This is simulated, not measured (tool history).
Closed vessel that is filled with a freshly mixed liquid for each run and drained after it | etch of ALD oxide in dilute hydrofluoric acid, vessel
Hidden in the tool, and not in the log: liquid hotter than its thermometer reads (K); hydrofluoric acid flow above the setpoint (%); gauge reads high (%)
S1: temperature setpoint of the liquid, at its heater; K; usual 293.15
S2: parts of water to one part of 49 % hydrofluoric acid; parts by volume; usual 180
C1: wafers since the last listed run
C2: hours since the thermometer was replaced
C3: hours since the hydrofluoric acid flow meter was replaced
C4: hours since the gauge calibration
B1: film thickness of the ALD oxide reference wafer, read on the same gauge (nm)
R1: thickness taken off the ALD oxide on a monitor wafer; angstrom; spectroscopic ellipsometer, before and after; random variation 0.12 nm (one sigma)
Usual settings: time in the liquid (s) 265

run 1 day=0 | S1=293.15 S2=180 time_in_the_liquid_(s)=265 | C1=0 C2=617.7 C3=1021.5 C4=488.8 | B1=150 | R1=164.8
run 2 day=4.429 | S1=293.15 S2=180 time_in_the_liquid_(s)=265 | C1=7797 C2=724 C3=1127.8 C4=595.1 | B1=150.02 | R1=165.8
run 3 day=7.612 | S1=293.15 S2=180 time_in_the_liquid_(s)=265 | C1=5604 C2=800.4 C3=1204.2 C4=671.5 | B1=149.98 | R1=166.2
run 4 day=9.688 | S1=293.15 S2=180 time_in_the_liquid_(s)=265 | C1=3653 C2=850.2 C3=1254 C4=721.3 | B1=149.94 | R1=167.5
run 5 day=13.621 | S1=293.15 S2=180 time_in_the_liquid_(s)=265 | C1=6924 C2=944.6 C3=1348.4 C4=815.7 | B1=150 | R1=166.3
-- day=17.929 hydrofluoric acid flow meter replaced
run 6 day=18.004 | S1=293.15 S2=180 time_in_the_liquid_(s)=265 | C1=7643 C2=1049.8 C3=1.8 C4=920.9 | B1=150.05 | R1=168.1
run 7 day=20.971 | S1=293.15 S2=180 time_in_the_liquid_(s)=265 | C1=5222 C2=1121 C3=73 C4=992.1 | B1=150.02 | R1=172.3
run 8 day=24.962 | S1=297.15 S2=205 time_in_the_liquid_(s)=210 | C1=7027 C2=1216.8 C3=168.8 C4=1087.9 | B1=149.97 | R1=135.5
-- day=25.217 gauge calibrated
run 9 day=27.65 | S1=293.15 S2=180 time_in_the_liquid_(s)=150 | C1=4731 C2=1281.3 C3=233.3 C4=58.4 | B1=149.95 | R1=97.6
run 10 day=29.346 | S1=293.15 S2=255 time_in_the_liquid_(s)=315 | C1=2985 C2=1322 C3=274 C4=99.1 | B1=150.03 | R1=134
-- day=38.025 thermometer replaced
run 11 day=40.046 | S1=290.15 S2=180 time_in_the_liquid_(s)=315 | C1=18764 C2=48.5 C3=530.8 C4=355.9 | B1=150.03 | R1=165.1
run 12 day=44.15 | S1=296.65 S2=205 time_in_the_liquid_(s)=265 | C1=7225 C2=147 C3=629.3 C4=454.4 | B1=150.02 | R1=154.5
run 13 day=47.954 | S1=293.15 S2=180 time_in_the_liquid_(s)=120 | C1=6697 C2=238.3 C3=720.6 C4=545.7 | B1=149.96 | R1=72
run 14 day=50.504 | S1=293.15 S2=180 time_in_the_liquid_(s)=265 | C1=4489 C2=299.5 C3=781.8 C4=606.9 | B1=150.03 | R1=161.5

What the log doesn't show, run by run:
hydrofluoric acid flow above the setpoint (%): 0 in every run
gauge reads high (%): 0 in every run
H1: liquid hotter than its thermometer reads (K)
run=1 H1=1.22
run=2 H1=1.42
run=3 H1=1.56
run=4 H1=1.65
run=5 H1=1.83
run=6 H1=2.02
run=7 H1=2.16
run=8 H1=2.33
run=9 H1=2.45
run=10 H1=2.53
run=11 H1=0.166
run=12 H1=0.349
run=13 H1=0.519
run=14 H1=0.633
